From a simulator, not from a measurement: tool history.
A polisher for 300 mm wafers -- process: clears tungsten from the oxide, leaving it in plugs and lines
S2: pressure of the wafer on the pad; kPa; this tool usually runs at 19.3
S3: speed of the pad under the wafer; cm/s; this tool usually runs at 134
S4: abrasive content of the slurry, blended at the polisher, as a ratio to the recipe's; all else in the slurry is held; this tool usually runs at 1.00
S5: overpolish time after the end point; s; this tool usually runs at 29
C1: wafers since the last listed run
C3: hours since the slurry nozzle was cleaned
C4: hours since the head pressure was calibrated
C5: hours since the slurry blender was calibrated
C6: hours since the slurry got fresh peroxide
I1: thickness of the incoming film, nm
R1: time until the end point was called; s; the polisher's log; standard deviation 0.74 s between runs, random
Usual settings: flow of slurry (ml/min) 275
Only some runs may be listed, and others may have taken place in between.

Run 1, day 0.000: usual settings but S4 1.10; C1 0; wafers polished on this pad 830; C3 234.4; C4 320.0; C5 103.7; C6 108.7; I1 322.8. Result: R1 65.3 s.
Run 2, day 4.050: usual settings but S4 1.10; C1 918; wafers polished on this pad 1749; C3 331.6; C4 417.2; C5 200.9; C6 205.9; I1 324.3. Result: R1 68.8 s.
At day 7.338: slurry tank refilled with fresh slurry and peroxide.
Run 3, day 8.150: usual settings; C1 919; wafers polished on this pad 2668; C3 430.0; C4 515.6; C5 299.3; C6 19.5; I1 316.2. Result: R1 67.0 s.
At day 8.542: worn pad replaced by a new one.
Run 4, day 9.842: usual settings; C1 345; wafers polished on this pad 294; C3 470.6; C4 556.2; C5 339.9; C6 60.1; I1 318.1. Result: R1 70.9 s.
At day 10.062: slurry nozzle cleaned.
At day 10.658: slurry blender recalibrated.
Run 5, day 13.233: usual settings; C1 740; wafers polished on this pad 1035; C3 76.1; C4 637.6; C5 61.8; C6 141.5; I1 317.5. Result: R1 67.0 s.
Run 6, day 15.621: usual settings; C1 541; wafers polished on this pad 1576; C3 133.4; C4 694.9; C5 119.1; C6 198.8; I1 315.7. Result: R1 67.2 s.
At day 19.221: slurry tank refilled with fresh slurry and peroxide.
At day 23.654: worn pad replaced by a new one.
Run 7, day 23.775: usual settings; C1 1801; wafers polished on this pad 27; C3 329.1; C4 890.6; C5 314.8; C6 109.3; I1 324.1. Result: R1 69.2 s.
At day 25.700: slurry blender recalibrated.
Run 8, day 25.925: usual settings; C1 468; wafers polished on this pad 496; C3 380.7; C4 942.2; C5 5.4; C6 160.9; I1 315.5. Result: R1 69.8 s.
At day 29.979: slurry nozzle cleaned.
Run 9, day 30.129: usual settings but S2 17.2 kPa; C1 943; wafers polished on this pad 1439; C3 3.6; C4 1043.1; C5 106.3; C6 261.8; I1 323.8. Result: R1 76.4 s.
Run 10, day 31.662: usual settings but S2 17.2 kPa; C1 347; wafers polished on this pad 1787; C3 40.4; C4 1079.9; C5 143.1; C6 298.6; I1 317.9. Result: R1 74.8 s.
At day 34.871: slurry tank refilled with fresh slurry and peroxide.
Run 11, day 35.604: usual settings; C1 884; wafers polished on this pad 2671; C3 135.0; C4 1174.5; C5 237.7; C6 17.6; I1 317.3. Result: R1 62.4 s.
At day 36.929: worn pad replaced by a new one.
At day 38.012: slurry blender recalibrated.
Run 12, day 39.529: usual settings but flow of slurry (ml/min) 360, S4 0.75, S5 23 s; C1 833; wafers polished on this pad 570; C3 229.2; C4 1268.7; C5 36.4; C6 111.8; I1 326.7. Result: R1 69.5 s.
At day 40.550: head pressure recalibrated.
Run 13, day 43.679: usual settings; C1 921; wafers polished on this pad 1492; C3 328.8; C4 75.1; C5 136.0; C6 211.4; I1 318.5. Result: R1 68.6 s.
At day 48.829: slurry tank refilled with fresh slurry and peroxide.
Run 14, day 48.867: usual settings but flow of slurry (ml/min) 240, S2 23.4 kPa; C1 1166; wafers polished on this pad 2659; C3 453.3; C4 199.6; C5 260.5; C6 0.9; I1 319.4. Result: R1 57.1 s.
At day 50.775: worn pad replaced by a new one.
At day 51.275: slurry nozzle cleaned.
At day 53.154: slurry blender recalibrated.
Run 15, day 53.179: usual settings but flow of slurry (ml/min) 240; C1 911; wafers polished on this pad 516; C3 45.7; C4 303.1; C5 0.6; C6 104.4; I1 320.5. Result: R1 66.9 s.
Run 16, day 55.450: usual settings but S2 13.1 kPa, S3 160 cm/s, S4 0.75; C1 514; wafers polished on this pad 1031; C3 100.2; C4 357.6; C5 55.1; C6 158.9; I1 318.6. Result: R1 89.0 s.
Run 17, day 57.700: usual settings but flow of slurry (ml/min) 220, S3 120 cm/s, S4 0.70; C1 510; wafers polished on this pad 1541; C3 154.2; C4 411.6; C5 109.1; C6 212.9; I1 319.3. Result: R1 84.1 s.
At day 60.700: slurry tank refilled with fresh slurry and peroxide.
Run 18, day 60.912: usual settings but flow of slurry (ml/min) 315, S2 12.4 kPa, S4 1.15, S5 23 s; C1 718; wafers polished on this pad 2260; C3 231.3; C4 488.7; C5 186.2; C6 5.1; I1 318.4. Result: R1 90.9 s.
Run 19, day 64.000: usual settings but flow of slurry (ml/min) 305, S2 24.8 kPa; C1 699; wafers polished on this pad 2960; C3 305.4; C4 562.8; C5 260.3; C6 79.2; I1 320.3. Result: R1 52.9 s.

For run 20, what comes out?
At day 64.717: worn pad replaced by a new one.
Run 20, day 67.171: usual settings; C1 680; wafers polished on this pad 556; C3 381.5; C4 638.9; C5 336.4; C6 155.3; I1 321.0. Result: R1 ?.

Run 20 measured R1 69.0 s.
With no hidden state in the tool, this same run would have given R1 60.9 s.

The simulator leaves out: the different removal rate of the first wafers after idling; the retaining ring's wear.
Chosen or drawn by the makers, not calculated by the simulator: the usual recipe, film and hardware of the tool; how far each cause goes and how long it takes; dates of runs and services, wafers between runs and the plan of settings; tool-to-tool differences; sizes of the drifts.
